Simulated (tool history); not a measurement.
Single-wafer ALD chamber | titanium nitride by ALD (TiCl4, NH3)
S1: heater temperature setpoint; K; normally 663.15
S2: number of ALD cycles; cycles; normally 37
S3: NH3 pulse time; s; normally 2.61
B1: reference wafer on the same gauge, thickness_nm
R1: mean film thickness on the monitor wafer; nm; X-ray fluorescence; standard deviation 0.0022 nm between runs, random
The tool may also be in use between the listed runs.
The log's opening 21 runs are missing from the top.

At hour 238.7: gauge calibrated.
Run 22, hour 241.5: usual settings but S1 651.15 K, S2 34 cycles; B1 0.941. Result: R1 0.803 nm.
Run 23, hour 255.4: usual settings but S3 3.33 s; B1 0.941. Result: R1 0.890 nm.
Run 24, hour 271.9: usual settings but S1 677.15 K; B1 0.941. Result: R1 0.893 nm.
Run 25, hour 278.9: usual settings; B1 0.941. Result: R1 0.883 nm.
Run 26, hour 287.7: usual settings but S3 2.01 s; B1 0.941. Result: R1 0.871 nm.
Run 27, hour 296.9: usual settings but S1 657.15 K, S2 34 cycles; B1 0.941. Result: R1 0.806 nm.
Run 28, hour 311.5: usual settings; B1 0.942. Result: R1 0.885 nm.
Run 29, hour 323.1: usual settings but S1 672.15 K, S2 31 cycles, S3 3.24 s; B1 0.941. Result: R1 0.750 nm.
Run 30, hour 329.6: usual settings but S1 657.15 K, S2 41 cycles, S3 2.13 s; B1 0.940. Result: R1 0.967 nm.
Run 31, hour 338.7: usual settings but S2 31 cycles; B1 0.940. Result: R1 0.741 nm.
Run 32, hour 350.4: usual settings but S1 677.15 K; B1 0.941. Result: R1 0.888 nm.
Run 33, hour 363.3: usual settings but S2 35 cycles; B1 0.941. Result: R1 0.839 nm.
Run 34, hour 379.6: usual settings but S1 657.15 K, S2 41 cycles, S3 2.13 s; B1 0.942. Result: R1 0.963 nm.
Run 35, hour 392.9: usual settings; B1 0.941. Result: R1 0.884 nm.
Run 36, hour 406.5: usual settings but S1 672.15 K, S2 34 cycles; B1 0.941. Result: R1 0.820 nm.
Run 37, hour 423.8: usual settings but S3 2.29 s; B1 0.940. Result: R1 0.877 nm.
Run 38, hour 430.6: usual settings but S2 40 cycles, S3 2.99 s; B1 0.940. Result: R1 0.962 nm.
Run 39, hour 444.5: usual settings but S1 667.15 K; B1 0.941. Result: R1 0.886 nm.

Consider 5 possible next runs. They are alternatives, not a sequence: every one starts from the tool as it was left by run 39. What does each give?
Run A, hour 445.0: usual settings; B1 ?. Result: R1 ?.
Run B, hour 445.0: usual settings but S1 669.15 K, S2 32 cycles, S3 3.02 s; B1 ?. Result: R1 ?.
Run C, hour 445.0: usual settings but S1 658.15 K, S3 3.17 s; B1 ?. Result: R1 ?.
Run D, hour 445.0: usual settings but S1 673.15 K; B1 ?. Result: R1 ?.
Run E, hour 445.0: usual settings but S1 659.15 K, S2 43 cycles, S3 1.92 s; B1 ?. Result: R1 ?.

run     B1     R1
  A  0.941  0.883
  B  0.941  0.771
  C  0.941  0.887
  D  0.941  0.889
  E  0.941  1.009
Without the tool's unlogged condition, the same runs would have read:
run     R1
  A  0.883
  B  0.771
  C  0.887
  D  0.889
  E  1.009
